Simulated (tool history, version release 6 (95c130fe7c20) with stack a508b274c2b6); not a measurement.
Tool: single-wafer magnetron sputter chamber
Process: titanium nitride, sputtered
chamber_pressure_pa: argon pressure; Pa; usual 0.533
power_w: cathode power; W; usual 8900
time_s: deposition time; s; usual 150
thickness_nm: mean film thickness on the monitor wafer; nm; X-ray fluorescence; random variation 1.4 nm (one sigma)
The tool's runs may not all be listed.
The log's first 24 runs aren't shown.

| run | hour | chamber_pressure_pa | power_w | time_s | read-back reference wafer on the same gauge, thickness_nm | thickness_nm |
|---|---|---|---|---|---|---|
| 25 | 1912.5 | 0.631 | 10000 | 124 | 227.026 | 211.314 |
|  | 1963.3 | sputter target and shields replaced |
| 26 | 2005.6 | 0.646 | 7650 | 168 | 227.031 | 230.451 |
| 27 | 2042.1 | 0.533 | 8900 | 150 | 227.129 | 250.391 |
| 28 | 2279.5 | 0.329 | 7600 | 174 | 227.098 | 282.637 |
| 29 | 2345.9 | 0.533 | 7200 | 121 | 227.077 | 162.619 |
| 30 | 2444.6 | 0.533 | 10750 | 170 | 226.601 | 331.225 |
| 31 | 2524.6 | 0.533 | 7400 | 150 | 227.038 | 202.618 |
|  | 2554.9 | capacitance manometer re-zeroed and calibrated |
| 32 | 2607.0 | 0.533 | 8900 | 150 | 226.913 | 239.275 |
|  | 2621.7 | sputter target and shields replaced |
| 33 | 2704.7 | 0.339 | 7100 | 173 | 227.246 | 263.755 |

Forecast each of these 5 alternatives for the next run:
| A | 2705.1 | 0.630 | 8900 | 150 | ? | ? |
| B | 2705.1 | 0.591 | 10650 | 136 | ? | ? |
| C | 2705.1 | 0.533 | 8900 | 125 | ? | ? |
| D | 2705.1 | 0.656 | 6850 | 140 | ? | ? |
| E | 2705.1 | 0.720 | 8900 | 150 | ? | ? |

| run | read-back reference wafer on the same gauge, thickness_nm | thickness_nm |
|---|---|---|
| A | 226.854 | 240.603 |
| B | 226.854 | 265.467 |
| C | 226.854 | 212.687 |
| D | 226.854 | 172.247 |
| E | 226.854 | 228.061 |
Without the tool's hidden state the same runs would have given:
| run | thickness_nm |
|---|---|
| A | 242.470 |
| B | 267.528 |
| C | 214.338 |
| D | 173.584 |
| E | 229.831 |
